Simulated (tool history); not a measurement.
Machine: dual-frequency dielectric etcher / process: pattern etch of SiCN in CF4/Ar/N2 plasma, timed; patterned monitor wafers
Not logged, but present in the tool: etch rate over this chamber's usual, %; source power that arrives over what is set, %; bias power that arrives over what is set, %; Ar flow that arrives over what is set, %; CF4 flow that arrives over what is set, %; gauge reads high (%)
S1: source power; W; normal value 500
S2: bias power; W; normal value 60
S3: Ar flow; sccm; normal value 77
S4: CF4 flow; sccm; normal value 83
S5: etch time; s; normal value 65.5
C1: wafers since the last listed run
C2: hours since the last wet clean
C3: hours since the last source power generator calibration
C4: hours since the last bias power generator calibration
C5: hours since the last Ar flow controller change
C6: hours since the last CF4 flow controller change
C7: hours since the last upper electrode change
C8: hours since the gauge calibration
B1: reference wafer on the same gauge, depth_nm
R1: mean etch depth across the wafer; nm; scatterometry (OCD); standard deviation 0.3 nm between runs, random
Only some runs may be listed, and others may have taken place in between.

Run 1, hour 0: usual settings; C1 0; C2 246.2; C3 3256.8; C4 4473.2; C5 1193.1; C6 4007.5; C7 3898.4; C8 931.1; B1 60.5. Result: R1 58.9 nm.
At hour 29.2: gauge calibrated.
Run 2, hour 39.5: usual settings; C1 541; C2 285.7; C3 3296.3; C4 4512.7; C5 1232.6; C6 4047; C7 3937.9; C8 10.3; B1 60.5. Result: R1 59 nm.
Run 3, hour 75.1: usual settings; C1 487; C2 321.3; C3 3331.9; C4 4548.3; C5 1268.2; C6 4082.6; C7 3973.5; C8 45.9; B1 60.4. Result: R1 58.5 nm.
Run 4, hour 122.2: usual settings but S1 440 W; C1 645; C2 368.4; C3 3379; C4 4595.4; C5 1315.3; C6 4129.7; C7 4020.6; C8 93; B1 60.5. Result: R1 51.7 nm.
At hour 165.7: wet clean of the chamber.
Run 5, hour 170.7: usual settings but S1 440 W; C1 335; C2 5; C3 3427.5; C4 4643.9; C5 1363.8; C6 4178.2; C7 4069.1; C8 141.5; B1 60.4. Result: R1 52.8 nm.
Run 6, hour 231.6: usual settings; C1 834; C2 65.9; C3 3488.4; C4 4704.8; C5 1424.7; C6 4239.1; C7 4130; C8 202.4; B1 60.6. Result: R1 59.8 nm.
Run 7, hour 291.7: usual settings; C1 823; C2 126; C3 3548.5; C4 4764.9; C5 1484.8; C6 4299.2; C7 4190.1; C8 262.5; B1 60.6. Result: R1 60 nm.
Run 8, hour 347.8: usual settings but S5 61 s; C1 768; C2 182.1; C3 3604.6; C4 4821; C5 1540.9; C6 4355.3; C7 4246.2; C8 318.6; B1 60.5. Result: R1 55.5 nm.
Run 9, hour 410.8: usual settings but S5 61 s; C1 863; C2 245.1; C3 3667.6; C4 4884; C5 1603.9; C6 4418.3; C7 4309.2; C8 381.6; B1 60.5. Result: R1 54.6 nm.
At hour 417.4: CF4 flow controller replaced.
Run 10, hour 451.1: usual settings; C1 469; C2 285.4; C3 3707.9; C4 4924.3; C5 1644.2; C6 33.7; C7 4349.5; C8 421.9; B1 60.4. Result: R1 58.8 nm.
At hour 500.9: source power generator calibrated.
Run 11, hour 510: usual settings; C1 752; C2 344.3; C3 9.1; C4 4983.2; C5 1703.1; C6 92.6; C7 4408.4; C8 480.8; B1 60.4. Result: R1 58 nm.
Run 12, hour 563.7: usual settings but S1 460 W, S4 65 sccm; C1 735; C2 398; C3 62.8; C4 5036.9; C5 1756.8; C6 146.3; C7 4462.1; C8 534.5; B1 60.7. Result: R1 50.8 nm.
At hour 640.8: wet clean of the chamber.
At hour 703.3: upper electrode replaced, of another model than before.
Run 13, hour 768.3: usual settings but S5 47 s; C1 2145; C2 127.5; C3 267.4; C4 5241.5; C5 1961.4; C6 350.9; C7 65; C8 739.1; B1 60.5. Result: R1 42.4 nm.
At hour 830.9: bias power generator calibrated.
Run 14, hour 849.2: usual settings but S1 400 W; C1 1053; C2 208.4; C3 348.3; C4 18.3; C5 2042.3; C6 431.8; C7 145.9; C8 820; B1 60.4. Result: R1 50.2 nm.
At hour 917.9: Ar flow controller replaced.
Run 15, hour 918.4: usual settings; C1 865; C2 277.6; C3 417.5; C4 87.5; C5 0.5; C6 501; C7 215.1; C8 889.2; B1 60.6. Result: R1 58.7 nm.

What does the tool deliver on the next run?
Run 16, hour 957.5: usual settings but S1 440 W, S2 50 W, S3 91 sccm, S4 99 sccm; C1 535; C2 316.7; C3 456.6; C4 126.6; C5 39.6; C6 540.1; C7 254.2; C8 928.3; B1 ?. Result: R1 ?.

For run 16 the tool returned B1 60.4, R1 52.7 nm.
Minus the tool's unlogged condition, the same run would have read R1 54 nm.

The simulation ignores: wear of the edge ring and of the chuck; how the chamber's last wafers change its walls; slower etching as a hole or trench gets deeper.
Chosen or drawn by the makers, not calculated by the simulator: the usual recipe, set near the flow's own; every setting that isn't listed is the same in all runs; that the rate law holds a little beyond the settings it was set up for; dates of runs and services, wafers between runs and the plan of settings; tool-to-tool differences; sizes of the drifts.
